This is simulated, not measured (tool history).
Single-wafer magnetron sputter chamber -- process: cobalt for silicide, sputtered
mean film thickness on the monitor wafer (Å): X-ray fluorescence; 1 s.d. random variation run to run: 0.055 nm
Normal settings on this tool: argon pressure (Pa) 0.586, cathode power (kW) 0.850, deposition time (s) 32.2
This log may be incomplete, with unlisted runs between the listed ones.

run    hour  argon pressure (Pa)  cathode power (kW)  deposition time (s)  wafers since the last listed run  wafers on the sputter target  hours since the last manometer calibration  hours since the magnet pack was replaced  hours since the gauge calibration  read-back reference wafer on the same gauge, thickness_nm  mean film thickness on the monitor wafer (Å)
  1     0.0                0.586               0.950                 32.2                                 0                          7060                                       781.3                                    6824.7                              394.8                                                     11.284                                        131.36
       41.6  -- sputter target and shields replaced
  2   106.6                0.586               0.850                 32.2                              1699                          1120                                       887.9                                    6931.3                              501.4                                                     11.292                                        123.05
  3   203.6                0.586               0.850                 32.2                              1672                          2793                                       984.9                                    7028.3                              598.4                                                     11.275                                        122.80
  4   290.2                0.586               0.850                 32.2                              1492                          4286                                      1071.5                                    7114.9                              685.0                                                     11.290                                        121.48
  5   365.5                0.734               0.850                 32.2                              1298                          5584                                      1146.8                                    7190.2                              760.3                                                     11.303                                        112.27
  6   461.0                0.734               0.850                 32.2                              1646                          7230                                      1242.3                                    7285.7                              855.8                                                     11.289                                        112.21
      537.7  -- sputter target and shields replaced
  7   559.3                0.734               0.850                 32.2                              1556                           371                                      1340.6                                    7384.0                              954.1                                                     11.315                                        113.34
  8   619.9                0.586               0.700                 32.2                              1044                          1416                                      1401.2                                    7444.6                             1014.7                                                     11.306                                        103.41
  9   673.2                0.586               0.700                 32.2                               918                          2335                                      1454.5                                    7497.9                             1068.0                                                     11.297                                        102.41
 10   758.2                0.586               0.850                 32.2                              1465                          3800                                      1539.5                                    7582.9                             1153.0                                                     11.299                                        120.97
      786.0  -- gauge calibrated
 11   823.9                0.586               0.850                 36.2                              1132                          4933                                      1605.2                                    7648.6                               37.9                                                     11.297                                        134.80
      851.4  -- magnet pack replaced
     1028.3  -- sputter target and shields replaced
 12  1116.4                0.586               0.850                 36.2                              4766                          1519                                      1897.7                                     265.0                              330.4                                                     11.302                                        134.60

Run 13, settings as shown, results not yet in. Your forecast:
 13  1180.0                0.586               0.750                 26.7                              1096                          2615                                      1961.3                                     328.6                              394.0                                                          ?                                             ?

read-back reference wafer on the same gauge, thickness_nm: 11.296
mean film thickness on the monitor wafer (Å): 89.36
Take away the tool's hidden state, keep the run-to-run variation as it was, and the same run would have given mean film thickness on the monitor wafer (Å) 91.20.
